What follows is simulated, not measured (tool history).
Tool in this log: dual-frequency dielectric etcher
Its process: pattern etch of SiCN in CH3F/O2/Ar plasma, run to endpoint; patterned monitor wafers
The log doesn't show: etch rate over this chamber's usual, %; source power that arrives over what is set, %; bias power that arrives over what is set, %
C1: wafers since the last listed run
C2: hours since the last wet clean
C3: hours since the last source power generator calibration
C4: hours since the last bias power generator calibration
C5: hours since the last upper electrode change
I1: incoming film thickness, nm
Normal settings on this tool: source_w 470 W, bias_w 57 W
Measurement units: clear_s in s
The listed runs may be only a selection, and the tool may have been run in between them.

run 1 hour=0 | source_w=470 bias_w=51 | C1=0 C2=367.8 C3=222.3 C4=3287.4 C5=3621.4 | I1=10.08 | clear_s=29.3
run 2 hour=98.3 | source_w=470 bias_w=51 | C1=1424 C2=466.1 C3=320.6 C4=3385.7 C5=3719.7 | I1=10.03 | clear_s=29.3
-- hour=125.3 wet clean of the chamber
run 3 hour=313.9 | source_w=470 bias_w=57 | C1=2777 C2=188.6 C3=536.2 C4=3601.3 C5=3935.3 | I1=9.98 | clear_s=27.8
run 4 hour=412.5 | source_w=470 bias_w=57 | C1=1429 C2=287.2 C3=634.8 C4=3699.9 C5=4033.9 | I1=9.94 | clear_s=27.7
-- hour=647.6 wet clean of the chamber
-- hour=717.4 bias power generator calibrated
run 5 hour=717.9 | source_w=470 bias_w=57 | C1=4020 C2=70.3 C3=940.2 C4=0.5 C5=4339.3 | I1=10.03 | clear_s=28
run 6 hour=772.8 | source_w=470 bias_w=57 | C1=795 C2=125.2 C3=995.1 C4=55.4 C5=4394.2 | I1=9.95 | clear_s=28.2
run 7 hour=868.7 | source_w=470 bias_w=57 | C1=1389 C2=221.1 C3=1091 C4=151.3 C5=4490.1 | I1=10.14 | clear_s=28.7
run 8 hour=942.6 | source_w=470 bias_w=57 | C1=1071 C2=295 C3=1164.9 C4=225.2 C5=4564 | I1=10.07 | clear_s=28.6
-- hour=1031.7 upper electrode replaced
run 9 hour=1032.2 | source_w=470 bias_w=57 | C1=950 C2=384.6 C3=1254.5 C4=314.8 C5=0.5 | I1=9.99 | clear_s=28.3
run 10 hour=1080.9 | source_w=470 bias_w=57 | C1=705 C2=433.3 C3=1303.2 C4=363.5 C5=49.2 | I1=10.05 | clear_s=29
-- hour=1121.3 wet clean of the chamber
run 11 hour=1176.5 | source_w=390 bias_w=57 | C1=1037 C2=55.2 C3=1398.8 C4=459.1 C5=144.8 | I1=10 | clear_s=31
run 12 hour=1267.5 | source_w=570 bias_w=62 | C1=1318 C2=146.2 C3=1489.8 C4=550.1 C5=235.8 | I1=9.97 | clear_s=25.6

Estimate the outcome of run 13 from the log above:
run 13 hour=1322.8 | source_w=420 bias_w=51 | C1=801 C2=201.5 C3=1545.1 C4=605.4 C5=291.1 | I1=10.03 | clear_s=?

clear_s: 31.9 s
Had the tool carried no hidden state, the very same run would have given clear_s 31.1 s.
